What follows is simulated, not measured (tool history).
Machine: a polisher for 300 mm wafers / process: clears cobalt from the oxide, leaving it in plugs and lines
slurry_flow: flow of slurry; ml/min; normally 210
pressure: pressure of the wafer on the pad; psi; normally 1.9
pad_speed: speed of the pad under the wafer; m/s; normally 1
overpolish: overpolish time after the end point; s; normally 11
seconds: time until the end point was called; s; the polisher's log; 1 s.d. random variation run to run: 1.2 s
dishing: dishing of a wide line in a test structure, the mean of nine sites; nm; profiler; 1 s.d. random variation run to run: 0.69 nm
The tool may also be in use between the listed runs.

run   hour  slurry_flow  pressure  pad_speed  overpolish  incoming thickness of the incoming film, nm  seconds  dishing
  1      0          210       1.9          1          11                                        282.2     66.2     30.2
  2   26.7          210       1.9          1          11                                        284.2     67.1     29.3
  3   43.1          210       1.9          1          11                                        284.2     65.8     29.1
  4   75.3          210       1.9          1          11                                        282.4     66.7       29
  5   91.3          210       1.9          1          11                                        277.1     65.2     30.2
      98.7  -- worn pad replaced by a new one
  6  118.8          210       1.9          1          11                                        284.5     63.2       29
  7  149.8          210       1.6          1          11                                        274.6     73.5     26.5
  8  176.1          210       1.6          1          11                                        280.4     75.1     28.1
  9  196.9          210       1.6          1          11                                        279.4     73.4     25.9
 10  218.5          210       1.9          1          11                                        282.3     62.2     29.7
 11  238.2          210       1.9          1          11                                        277.6     63.3     29.5
 12  261.4          210       1.9          1          11                                        279.1     65.7     28.2
     290.8  -- worn pad replaced by a new one
 13  291.3          210       1.9          1          11                                        278.1     63.2     28.9
 14  311.7          210       1.9          1          11                                        278.1     64.4     29.6
 15  346.8          210       1.9       0.72          11                                        282.8     84.3     24.6
 16    376          210       1.9       0.72          11                                        279.6     86.4     23.3
 17  401.6          270       1.9       1.36          11                                        278.7       47     34.7
 18  422.7          230       1.3        0.7          11                                        283.4    117.9     18.5
     450.2  -- worn pad replaced by a new one
 19  450.8          190       1.6          1           5                                        283.7     78.9     13.6
 20  467.5          210       1.9          1          11                                        281.5     64.3     30.1
 21  490.8          210       1.9        1.1          11                                        278.9     58.9     30.5
 22  521.9          210       1.9          1          11                                          274     63.2     28.8
     524.4  -- slurry nozzle cleaned
 23    546          210       1.9       0.84          11                                        281.5     75.6     27.2
     564.8  -- head pressure recalibrated
 24  565.3          210       1.7          1          11                                        284.1     71.7     27.7
 25  589.6          260       1.3        1.2          16                                        283.5     72.6     33.8
     649.3  -- worn pad replaced by a new one
 26  652.9          275       1.9       1.16          11                                        278.7     53.9       33
 27  688.7          190       1.6          1           5                                        277.9     74.7     13.9
 28  715.9          210       1.9          1          11                                        283.5     66.3     29.3
 29  750.6          210       2.5          1          13                                        275.1     50.6       36
 30  781.8          210       1.9          1          17                                        277.6       65       39
 31  805.2          210       1.9          1          11                                        279.7     63.4     28.5
 32  819.7          210       2.2          1          15                                        282.6     57.3     38.4
     850.2  -- worn pad replaced by a new one
 33  880.3          210       1.9          1          11                                        282.5     65.1     29.4

What if the next run were any one of these 4? Each begins from the tool's condition after run 33:
  A  880.7          210       1.9       1.24          11                                        281.2        ?        ?
  B  880.7          240       2.5       1.16           8                                        281.2        ?        ?
  C  880.7          180       1.9       1.14          11                                        281.2        ?        ?
  D  880.7          275       2.3       1.12           7                                        281.2        ?        ?

run  seconds  dishing
  A     51.5     32.5
  B     42.6     29.9
  C     56.7     30.5
  D     46.5     25.6
Stripped of hidden state, with their random variation kept, the same runs would have yielded:
run  seconds  dishing
  A     51.5     32.5
  B     42.6     29.9
  C     56.7     30.5
  D     46.5     25.6
